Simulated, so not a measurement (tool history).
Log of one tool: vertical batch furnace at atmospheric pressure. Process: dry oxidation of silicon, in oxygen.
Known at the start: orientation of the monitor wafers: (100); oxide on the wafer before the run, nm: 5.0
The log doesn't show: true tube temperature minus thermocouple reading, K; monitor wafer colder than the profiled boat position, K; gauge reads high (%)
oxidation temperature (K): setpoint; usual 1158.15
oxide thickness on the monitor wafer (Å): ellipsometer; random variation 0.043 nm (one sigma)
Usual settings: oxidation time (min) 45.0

run   hour  oxidation temperature (K)  oxidation time (min)  wafers since the last listed run  hours since the last temperature calibration  hours since the boat lift was adjusted  hours since the gauge calibration  read-back reference wafer on the same gauge, thickness  oxide thickness on the monitor wafer (Å)
  1    0.0                    1158.15                  45.0                                 0                                        1564.5                                  4985.6                              413.1                                                   17.40                                     156.5
  2   19.6                    1158.15                  45.0                               202                                        1584.1                                  5005.2                              432.7                                                   17.39                                     155.6
  3   49.7                    1158.15                  45.0                               310                                        1614.2                                  5035.3                              462.8                                                   17.42                                     156.1
  4   81.0                    1158.15                  45.0                               322                                        1645.5                                  5066.6                              494.1                                                   17.40                                     156.6
  5  106.7                    1174.15                  45.0                               265                                        1671.2                                  5092.3                              519.8                                                   17.39                                     179.7
  6  135.5                    1174.15                  45.0                               297                                        1700.0                                  5121.1                              548.6                                                   17.40                                     179.5
  7  148.6                    1164.15                  57.0                               135                                        1713.1                                  5134.2                              561.7                                                   17.39                                     186.7
  8  169.7                    1164.15                  57.0                               217                                        1734.2                                  5155.3                              582.8                                                   17.41                                     187.2
  9  186.1                    1164.15                  57.0                               169                                        1750.6                                  5171.7                              599.2                                                   17.40                                     188.1
 10  208.4                    1158.15                  45.0                               230                                        1772.9                                  5194.0                              621.5                                                   17.39                                     156.0
     246.8  -- boat lift adjusted
 11  247.3                    1158.15                  45.0                               153                                        1811.8                                     0.5                              660.4                                                   17.40                                     157.6
 12  251.5                    1158.15                  45.0                                43                                        1816.0                                     4.7                              664.6                                                   17.38                                     157.2
 13  268.8                    1164.15                  57.0                               178                                        1833.3                                    22.0                              681.9                                                   17.41                                     189.0
 14  285.5                    1158.15                  45.0                               172                                        1850.0                                    38.7                              698.6                                                   17.39                                     155.8
 15  305.8                    1174.15                  58.0                               209                                        1870.3                                    59.0                              718.9                                                   17.40                                     208.4
     333.0  -- gauge calibrated
 16  336.4                    1136.15                  29.0                               315                                        1900.9                                    89.6                                3.4                                                   17.39                                     104.9
 17  367.9                    1152.15                  45.0                               324                                        1932.4                                   121.1                               34.9                                                   17.39                                     149.2
     415.5  -- thermocouples replaced and temperature profile calibrated
 18  416.0                    1171.15                  23.0                               248                                           0.5                                   169.2                               83.0                                                   17.40                                     117.9
 19  420.2                    1182.15                  56.5                                43                                           4.7                                   173.4                               87.2                                                   17.38                                     209.0
 20  430.3                    1179.15                  51.5                               104                                          14.8                                   183.5                               97.3                                                   17.41                                     193.7
 21  460.8                    1148.15                  24.5                               314                                          45.3                                   214.0                              127.8                                                   17.40                                     101.8

Forecast run 22:
 22  483.3                    1164.15                  57.0                               232                                          67.8                                   236.5                              150.3                                                       ?                                         ?

Run 22 gave read-back reference wafer on the same gauge, thickness 17.41, oxide thickness on the monitor wafer (Å) 179.7.
Without the tool's hidden state the same run would have given oxide thickness on the monitor wafer (Å) 179.4.
